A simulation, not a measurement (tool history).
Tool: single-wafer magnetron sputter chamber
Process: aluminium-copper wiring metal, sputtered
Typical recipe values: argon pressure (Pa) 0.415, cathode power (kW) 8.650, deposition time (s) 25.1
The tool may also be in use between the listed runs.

| run | hour | argon pressure (Pa) | cathode power (kW) | deposition time (s) | wafers since the last listed run | wafers on the sputter target | hours since the last manometer calibration | hours since the magnet pack was replaced | hours since the gauge calibration | read-back reference wafer on the same gauge, thickness_nm | mean film thickness on the monitor wafer (nm) |
|---|---|---|---|---|---|---|---|---|---|---|---|
| 1 | 0.0 | 0.415 | 8.650 | 25.1 | 0 | 330 | 2181.4 | 2693.2 | 3221.3 | 376.115 | 401.303 |
| 2 | 66.8 | 0.501 | 8.650 | 25.1 | 1292 | 1623 | 2248.2 | 2760.0 | 3288.1 | 375.734 | 380.266 |
| 3 | 129.9 | 0.501 | 8.650 | 25.1 | 1220 | 2843 | 2311.3 | 2823.1 | 3351.2 | 376.444 | 377.395 |
|  | 158.4 | capacitance manometer re-zeroed and calibrated |
| 4 | 195.4 | 0.501 | 8.650 | 25.1 | 1112 | 3956 | 37.0 | 2888.6 | 3416.7 | 376.254 | 373.346 |
| 5 | 251.7 | 0.415 | 8.650 | 22.5 | 1089 | 5045 | 93.3 | 2944.9 | 3473.0 | 375.995 | 351.010 |
| 6 | 325.0 | 0.415 | 8.650 | 22.5 | 1418 | 6463 | 166.6 | 3018.2 | 3546.3 | 375.431 | 350.257 |
|  | 354.0 | gauge calibrated |
| 7 | 453.7 | 0.415 | 8.650 | 22.5 | 2489 | 8953 | 295.3 | 3146.9 | 99.7 | 376.243 | 343.849 |
| 8 | 520.7 | 0.415 | 8.650 | 26.3 | 1296 | 10249 | 362.3 | 3213.9 | 166.7 | 376.813 | 406.399 |
| 9 | 625.3 | 0.415 | 8.650 | 26.3 | 2023 | 12272 | 466.9 | 3318.5 | 271.3 | 376.194 | 404.609 |
|  | 667.8 | sputter target and shields replaced |
| 10 | 675.5 | 0.415 | 8.650 | 25.1 | 816 | 148 | 517.1 | 3368.7 | 321.5 | 376.956 | 401.843 |
| 11 | 714.8 | 0.415 | 9.900 | 25.1 | 760 | 908 | 556.4 | 3408.0 | 360.8 | 375.140 | 438.330 |
| 12 | 797.4 | 0.337 | 7.250 | 20.9 | 1597 | 2506 | 639.0 | 3490.6 | 443.4 | 375.476 | 309.335 |
| 13 | 898.1 | 0.373 | 8.650 | 28.7 | 1948 | 4454 | 739.7 | 3591.3 | 544.1 | 375.341 | 457.432 |
| 14 | 979.1 | 0.362 | 8.650 | 25.1 | 1566 | 6021 | 820.7 | 3672.3 | 625.1 | 375.944 | 398.534 |
| 15 | 1024.3 | 0.415 | 8.650 | 25.1 | 874 | 6896 | 865.9 | 3717.5 | 670.3 | 376.210 | 389.452 |
| 16 | 1113.6 | 0.529 | 9.850 | 27.9 | 1727 | 8623 | 955.2 | 3806.8 | 759.6 | 375.876 | 435.312 |
| 17 | 1205.0 | 0.415 | 8.650 | 25.1 | 1768 | 10391 | 1046.6 | 3898.2 | 851.0 | 376.226 | 385.218 |
| 18 | 1261.6 | 0.457 | 10.350 | 25.1 | 1094 | 11486 | 1103.2 | 3954.8 | 907.6 | 376.249 | 420.150 |
|  | 1332.3 | sputter target and shields replaced |
| 19 | 1414.0 | 0.533 | 7.000 | 22.5 | 2793 | 1579 | 1255.6 | 4107.2 | 1060.0 | 375.748 | 291.710 |
| 20 | 1484.6 | 0.415 | 8.650 | 26.3 | 1365 | 2945 | 1326.2 | 4177.8 | 1130.6 | 375.716 | 413.227 |
| 21 | 1542.3 | 0.415 | 8.650 | 25.1 | 1116 | 4061 | 1383.9 | 4235.5 | 1188.3 | 376.313 | 390.073 |
|  | 1573.7 | magnet pack replaced |
| 22 | 1609.1 | 0.361 | 8.050 | 22.4 | 1137 | 5199 | 1450.7 | 35.4 | 1255.1 | 376.240 | 340.441 |
| 23 | 1687.9 | 0.415 | 8.650 | 25.1 | 1524 | 6723 | 1529.5 | 114.2 | 1333.9 | 376.608 | 387.046 |
| 24 | 1728.9 | 0.415 | 10.550 | 25.1 | 793 | 7517 | 1570.5 | 155.2 | 1374.9 | 375.782 | 438.752 |
| 25 | 1765.0 | 0.415 | 8.650 | 20.8 | 698 | 8215 | 1606.6 | 191.3 | 1411.0 | 375.339 | 317.760 |
| 26 | 1814.7 | 0.475 | 6.550 | 26.5 | 961 | 9176 | 1656.3 | 241.0 | 1460.7 | 375.794 | 331.620 |
| 27 | 1912.0 | 0.415 | 7.650 | 27.0 | 1882 | 11059 | 1753.6 | 338.3 | 1558.0 | 376.082 | 387.827 |
|  | 1944.3 | sputter target and shields replaced |
| 28 | 1985.2 | 0.343 | 9.800 | 23.7 | 1261 | 790 | 1826.8 | 411.5 | 1631.2 | 375.779 | 425.225 |
| 29 | 2044.3 | 0.415 | 8.650 | 25.1 | 1143 | 1934 | 1885.9 | 470.6 | 1690.3 | 376.598 | 395.221 |
| 30 | 2150.7 | 0.479 | 8.650 | 25.1 | 2058 | 3992 | 1992.3 | 577.0 | 1796.7 | 376.541 | 374.604 |
| 31 | 2237.7 | 0.415 | 6.850 | 21.8 | 1683 | 5675 | 2079.3 | 664.0 | 1883.7 | 375.477 | 293.929 |
| 32 | 2340.3 | 0.415 | 8.650 | 25.1 | 1984 | 7660 | 2181.9 | 766.6 | 1986.3 | 376.850 | 388.970 |
| 33 | 2384.0 | 0.344 | 8.650 | 29.4 | 845 | 8505 | 2225.6 | 810.3 | 2030.0 | 375.989 | 471.910 |
| 34 | 2446.6 | 0.415 | 7.300 | 25.1 | 1211 | 9716 | 2288.2 | 872.9 | 2092.6 | 376.142 | 347.758 |

What differs in the tool's unlogged condition from the final listed run ahead of each entry between runs to the first listed run following it?
Between runs 3 and 4: capacitance manometer re-zeroed and calibrated (hour 158.4)
  deposition rate above that of a new target (%): -2.82 -> -3.56
  measured value less the no-hidden-state value, mean film thickness on the monitor wafer (nm): -10.958 -> -13.775
Between runs 6 and 7: gauge calibrated (hour 354.0)
  deposition rate above that of a new target (%): -4.52 -> -5.06
  measured value less the no-hidden-state value, mean film thickness on the monitor wafer (nm): -16.576 -> -18.330
Between runs 9 and 10: sputter target and shields replaced (hour 667.8)
  deposition rate above that of a new target (%): -5.44 -> -0.469
  measured value less the no-hidden-state value, mean film thickness on the monitor wafer (nm): -23.275 -> -1.894
Between runs 18 and 19: sputter target and shields replaced (hour 1332.3)
  deposition rate above that of a new target (%): -5.49 -> -1.81
  measured value less the no-hidden-state value, mean film thickness on the monitor wafer (nm): -24.398 -> -5.365
Between runs 21 and 22: magnet pack replaced (hour 1573.7)
  deposition rate above that of a new target (%): -3.5 -> -4.06
  measured value less the no-hidden-state value, mean film thickness on the monitor wafer (nm): -14.130 -> -14.424
Between runs 27 and 28: sputter target and shields replaced (hour 1944.3)
  deposition rate above that of a new target (%): -5.3 -> -1.21
  measured value less the no-hidden-state value, mean film thickness on the monitor wafer (nm): -21.684 -> -5.200
